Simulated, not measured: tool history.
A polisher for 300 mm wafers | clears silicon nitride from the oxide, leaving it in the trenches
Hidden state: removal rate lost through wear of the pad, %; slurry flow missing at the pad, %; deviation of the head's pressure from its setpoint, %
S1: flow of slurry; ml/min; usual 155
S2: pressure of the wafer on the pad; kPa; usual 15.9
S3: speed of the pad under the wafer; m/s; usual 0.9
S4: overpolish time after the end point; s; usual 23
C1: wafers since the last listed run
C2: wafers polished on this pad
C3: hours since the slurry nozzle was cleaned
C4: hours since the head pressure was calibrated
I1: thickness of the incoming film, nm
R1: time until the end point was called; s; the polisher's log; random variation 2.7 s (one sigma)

run	hour	S1	S2	S3	S4	C1	C2	C3	C4	I1	R1
1	0	155	15.9	0.9	12	0	795	485.5	238.7	101.9	197.7
2	77.5	155	15.9	0.9	23	722	1518	563	316.2	99.6	185.6
3	144.2	155	15.9	0.9	23	622	2140	629.7	382.9	100.1	192.4
# hour 179.5: slurry nozzle cleaned
4	251.5	155	15.9	0.9	23	991	3132	72	490.2	98.1	187.3
5	334.7	155	15.9	0.9	23	776	3908	155.2	573.4	100.5	198.3
6	437.1	155	15.9	0.9	23	955	4863	257.6	675.8	99.3	208.5
7	495.4	155	15.9	0.9	23	543	5407	315.9	734.1	100.4	207.4
# hour 500.4: head pressure recalibrated
8	572	155	15.9	0.9	23	695	6102	392.5	71.6	99.5	216.1
# hour 626.2: worn pad replaced by a new one
9	677.2	155	15.9	1.04	23	943	476	497.7	176.8	101.8	168.5
# hour 736.7: slurry nozzle cleaned
10	738.4	155	15.9	1.04	23	561	1037	1.7	238	101.1	170.7
11	840.3	155	15.9	1.04	23	950	1988	103.6	339.9	100.6	171.5
12	881	155	15.9	0.9	23	379	2367	144.3	380.6	99.5	189.7
13	968.6	155	15.9	0.9	23	817	3184	231.9	468.2	100	197.7
14	1054.3	155	18.6	0.9	23	799	3984	317.6	553.9	99.5	170.1
15	1110.4	155	15.9	0.9	23	523	4507	373.7	610	101	206
16	1188.1	155	21.4	0.9	23	724	5232	451.4	687.7	98.9	154.5
# hour 1200.4: worn pad replaced by a new one
# hour 1222.4: head pressure recalibrated
17	1262.2	155	15.9	0.64	23	635	557	525.5	39.8	100.2	248.9
18	1329.3	155	15.9	0.9	23	625	1183	592.6	106.9	100.1	188
19	1393.5	155	15.9	0.9	12	598	1782	656.8	171.1	101.8	192.8
20	1456.4	155	15.9	0.9	23	586	2369	719.7	234	100	190.5
# hour 1466.7: slurry nozzle cleaned
21	1564	110	20.7	1.04	32	994	3363	97.3	341.6	98.9	143.1
22	1632.2	155	15.9	0.66	28	636	3999	165.5	409.8	99.7	248.5
23	1677.4	180	15.9	0.9	23	421	4421	210.7	455	99	195.1
24	1780.7	155	15.9	0.9	23	963	5385	314	558.3	101	204.8
25	1819.6	110	15.9	0.9	11	362	5747	352.9	597.2	101.1	230.4
# hour 1858.7: worn pad replaced by a new one
# hour 1878.6: head pressure recalibrated
26	2043.3	155	15.9	0.72	23	2030	1702	576.6	164.7	98	219
27	2089.2	185	15.9	0.9	23	428	2131	622.5	210.6	100.3	185
28	2142	155	15.9	0.9	23	492	2623	675.3	263.4	100.5	194.6
# hour 2175.8: slurry nozzle cleaned
29	2223	155	17.9	0.68	29	746	3369	47.2	344.4	98.3	209.8
30	2295.5	155	18.6	0.9	36	676	4046	119.7	416.9	98.8	170.3
31	2361.3	110	10.3	0.9	23	613	4659	185.5	482.7	99.1	327.2
# hour 2435.9: worn pad replaced by a new one
32	2469.2	155	15.9	1	32	969	310	293.4	590.6	100.9	178.7
33	2571	155	19.3	0.9	23	949	1260	395.2	692.4	100.1	153.7
# hour 2618.5: head pressure recalibrated
34	2658.7	125	12.4	0.64	35	799	2059	482.9	40.2	101.1	332.2
35	2722.8	155	15.9	0.9	23	597	2657	547	104.3	99.4	194
36	2760.8	135	13.1	0.9	16	354	3012	585	142.3	101.2	244.2

Measured less the same run without the tool's hidden state. The same run-to-run variation is in both; the gauge's scatter may not be:
run	R1
1	+3.1
2	+3.9
3	+5.4
4	+8.5
5	+12.6
6	+18.9
7	+22.5
8	+29.2
9	+1.6
10	+2.1
11	+3.7
12	+5.1
13	+8.2
14	+10.2
15	+15.4
16	+15
17	+1.6
18	+1.8
19	+3
20	+4.5
21	+6.1
22	+14.3
23	+13.5
24	+20.4
25	+26
26	+5.5
27	+5.6
28	+7.5
29	+11.1
30	+11.9
31	+28.4
32	+2.4
33	+2.8
34	+9.1
35	+7
36	+10.4
